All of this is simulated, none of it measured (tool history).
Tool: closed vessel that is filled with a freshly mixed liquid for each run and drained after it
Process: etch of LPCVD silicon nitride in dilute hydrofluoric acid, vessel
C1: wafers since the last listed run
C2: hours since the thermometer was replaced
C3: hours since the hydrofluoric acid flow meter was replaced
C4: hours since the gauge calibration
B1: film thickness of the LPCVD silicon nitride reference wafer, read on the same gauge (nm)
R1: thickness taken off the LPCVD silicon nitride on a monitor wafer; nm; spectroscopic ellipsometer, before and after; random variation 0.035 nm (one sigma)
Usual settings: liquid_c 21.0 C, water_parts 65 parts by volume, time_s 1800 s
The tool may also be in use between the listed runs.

{"run": 1, "hour": 0.0, "liquid_c": 24.5, "water_parts": 65, "time_s": 990, "C1": 0, "C2": 1800.3, "C3": 1999.2, "C4": 28.7, "B1": 109.99, "R1": 6.9}
{"run": 2, "hour": 10.2, "liquid_c": 24.5, "water_parts": 65, "time_s": 990, "C1": 351, "C2": 1810.5, "C3": 2009.4, "C4": 38.9, "B1": 110.01, "R1": 6.87}
{"run": 3, "hour": 17.1, "liquid_c": 21.0, "water_parts": 45, "time_s": 1800, "C1": 237, "C2": 1817.4, "C3": 2016.3, "C4": 45.8, "B1": 110.0, "R1": 14.02}
{"run": 4, "hour": 29.5, "liquid_c": 21.0, "water_parts": 45, "time_s": 1800, "C1": 427, "C2": 1829.8, "C3": 2028.7, "C4": 58.2, "B1": 109.95, "R1": 14.08}
{"run": 5, "hour": 36.9, "liquid_c": 21.0, "water_parts": 45, "time_s": 1800, "C1": 255, "C2": 1837.2, "C3": 2036.1, "C4": 65.6, "B1": 110.01, "R1": 14.04}
{"run": 6, "hour": 48.8, "liquid_c": 21.0, "water_parts": 65, "time_s": 1800, "C1": 410, "C2": 1849.1, "C3": 2048.0, "C4": 77.5, "B1": 109.99, "R1": 9.79}
{"run": 7, "hour": 61.0, "liquid_c": 21.0, "water_parts": 65, "time_s": 1800, "C1": 420, "C2": 1861.3, "C3": 2060.2, "C4": 89.7, "B1": 110.0, "R1": 9.84}
{"run": 8, "hour": 67.2, "liquid_c": 17.0, "water_parts": 85, "time_s": 2395, "C1": 213, "C2": 1867.5, "C3": 2066.4, "C4": 95.9, "B1": 109.99, "R1": 7.57}
{"run": 9, "hour": 80.2, "liquid_c": 21.0, "water_parts": 65, "time_s": 1800, "C1": 448, "C2": 1880.5, "C3": 2079.4, "C4": 108.9, "B1": 109.99, "R1": 9.74}
{"hour": 95.6, "done": "gauge calibrated"}
{"run": 10, "hour": 97.2, "liquid_c": 23.5, "water_parts": 55, "time_s": 1010, "C1": 586, "C2": 1897.5, "C3": 2096.4, "C4": 1.6, "B1": 110.02, "R1": 7.69}
{"hour": 98.3, "done": "hydrofluoric acid flow meter replaced"}
{"run": 11, "hour": 110.4, "liquid_c": 17.0, "water_parts": 80, "time_s": 2070, "C1": 420, "C2": 1910.7, "C3": 12.1, "C4": 14.8, "B1": 109.98, "R1": 6.9}
{"hour": 121.9, "done": "thermometer replaced"}
{"run": 12, "hour": 127.4, "liquid_c": 21.0, "water_parts": 65, "time_s": 1800, "C1": 551, "C2": 5.5, "C3": 29.1, "C4": 31.8, "B1": 109.99, "R1": 11.68}
{"run": 13, "hour": 137.6, "liquid_c": 17.0, "water_parts": 45, "time_s": 1400, "C1": 351, "C2": 15.7, "C3": 39.3, "C4": 42.0, "B1": 110.02, "R1": 9.84}
{"run": 14, "hour": 146.0, "liquid_c": 21.0, "water_parts": 45, "time_s": 2875, "C1": 289, "C2": 24.1, "C3": 47.7, "C4": 50.4, "B1": 110.01, "R1": 26.69}
{"run": 15, "hour": 155.7, "liquid_c": 21.0, "water_parts": 65, "time_s": 2270, "C1": 334, "C2": 33.8, "C3": 57.4, "C4": 60.1, "B1": 109.97, "R1": 14.65}

Hidden state or all else? Some run-to-run changes of R1, split into what the settings, what came in and random variation would give without the hidden state, and what is left for the hidden state (with any gauge scatter that isn't in both results):
The hidden state here: liquid colder than its thermometer reads (K); hydrofluoric acid flow below the setpoint (%); gauge reads high (%).
Run 2 -> 3: liquid_c 24.5 -> 21.0, water_parts 65 -> 45, time_s 990 -> 1800. R1 +7.15 nm: hidden state -1.57, all else +8.72.
Run 13 -> 14: liquid_c 17.0 -> 21.0, time_s 1400 -> 2875. R1 +16.85 nm: hidden state -0.37, all else +17.22.

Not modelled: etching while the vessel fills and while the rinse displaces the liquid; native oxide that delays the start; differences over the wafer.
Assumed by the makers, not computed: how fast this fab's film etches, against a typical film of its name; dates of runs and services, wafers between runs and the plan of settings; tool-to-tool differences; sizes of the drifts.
